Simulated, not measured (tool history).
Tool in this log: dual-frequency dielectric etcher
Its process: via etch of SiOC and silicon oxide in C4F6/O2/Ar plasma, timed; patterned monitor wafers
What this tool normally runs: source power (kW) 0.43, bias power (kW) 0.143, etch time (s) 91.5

run   hour  source power (kW)  bias power (kW)  etch time (s)  wafers since the last listed run  hours since the last wet clean  hours since the last source power generator calibration  hours since the last bias power generator calibration  hours since the last upper electrode change  hours since the gauge calibration  read-back reference wafer on the same gauge, depth_nm  mean etch depth across the wafer (Å)
  1      0               0.43            0.143           91.5                                 0                               2                                                   3430.2                                                 3237.6                                       4424.1                              141.7                                                   93.2                                  1048
  2   32.1               0.43            0.143           91.5                               293                            34.1                                                   3462.3                                                 3269.7                                       4456.2                              173.8                                                   93.1                                  1045
  3   62.8               0.43            0.143           91.5                               280                            64.8                                                     3493                                                 3300.4                                       4486.9                              204.5                                                     93                                  1041
  4   80.3               0.43            0.143           91.5                               159                            82.3                                                   3510.5                                                 3317.9                                       4504.4                                222                                                   92.9                                  1039
  5   93.1               0.43            0.143           91.5                               116                            95.1                                                   3523.3                                                 3330.7                                       4517.2                              234.8                                                     93                                  1041
  6  126.4               0.47            0.143           91.5                               304                           128.4                                                   3556.6                                                   3364                                       4550.5                              268.1                                                   93.1                                  1094
  7    146               0.52            0.143           98.5                               178                             148                                                   3576.2                                                 3383.6                                       4570.1                              287.7                                                   93.1                                  1253
     174.5  -- upper electrode replaced, of another model than before
  8    175               0.43            0.129           91.5                                45                             177                                                   3605.2                                                 3412.6                                          0.5                              316.7                                                   93.1                                  1018
  9  187.4               0.47            0.162           65.5                               113                           189.4                                                   3617.6                                                   3425                                         12.9                              329.1                                                   92.9                                   788
 10    222               0.43            0.143           91.5                               315                             224                                                   3652.2                                                 3459.6                                         47.5                              363.7                                                     93                                  1031
 11  253.8               0.49            0.178           75.5                               290                           255.8                                                     3684                                                 3491.4                                         79.3                              395.5                                                   93.2                                   929
 12  266.4               0.43            0.143            118                               115                           268.4                                                   3696.6                                                   3504                                         91.9                              408.1                                                   93.1                                  1325
 13  282.7               0.43            0.143           91.5                               148                           284.7                                                   3712.9                                                 3520.3                                        108.2                              424.4                                                     93                                  1031
 14  308.7               0.43            0.143            105                               237                           310.7                                                   3738.9                                                 3546.3                                        134.2                              450.4                                                   93.1                                  1178
     321.7  -- source power generator calibrated
 15  338.6               0.43            0.133           91.5                               236                           340.6                                                     16.9                                                 3576.2                                        164.1                              480.3                                                   93.2                                  1022
     380.2  -- bias power generator calibrated
     387.8  -- wet clean of the chamber
 16  388.3               0.43            0.143           91.5                               347                             0.5                                                     66.6                                                    8.1                                        213.8                                530                                                     93                                  1053
 17  388.7               0.52            0.116             74                                 3                             0.9                                                       67                                                    8.5                                        214.2                              530.4                                                   92.9                                   891
 18  391.4               0.43            0.143           91.5                                24                             3.6                                                     69.7                                                   11.2                                        216.9                              533.1                                                     93                                  1053
 19  419.8               0.51            0.143            112                               259                              32                                                     98.1                                                   39.6                                        245.3                              561.5                                                   92.9                                  1376
 20  445.4                0.4            0.143           91.5                               233                            57.6                                                    123.7                                                   65.2                                        270.9                              587.1                                                     93                                  1020
     516.2  -- gauge calibrated
 21  529.5               0.51            0.155           91.5                               767                           141.7                                                    207.8                                                  149.3                                          355                               13.3                                                     93                                  1129
 22  546.1               0.34            0.143             84                               151                           158.3                                                    224.4                                                  165.9                                        371.6                               29.9                                                     93                                   878
 23  571.1               0.53            0.114           72.5                               228                           183.3                                                    249.4                                                  190.9                                        396.6                               54.9                                                     93                                   869

Run 24, settings as shown, results not yet in. Your forecast:
 24  589.1               0.37            0.118            112                               164                           201.3                                                    267.4                                                  208.9                                        414.6                               72.9                                                      ?                                     ?

{"run 24": {"read-back reference wafer on the same gauge, depth_nm": 93, "mean etch depth across the wafer (Å)": 1164}}
The same run, on a tool lacking any hidden state, would have yielded mean etch depth across the wafer (Å) 1174.

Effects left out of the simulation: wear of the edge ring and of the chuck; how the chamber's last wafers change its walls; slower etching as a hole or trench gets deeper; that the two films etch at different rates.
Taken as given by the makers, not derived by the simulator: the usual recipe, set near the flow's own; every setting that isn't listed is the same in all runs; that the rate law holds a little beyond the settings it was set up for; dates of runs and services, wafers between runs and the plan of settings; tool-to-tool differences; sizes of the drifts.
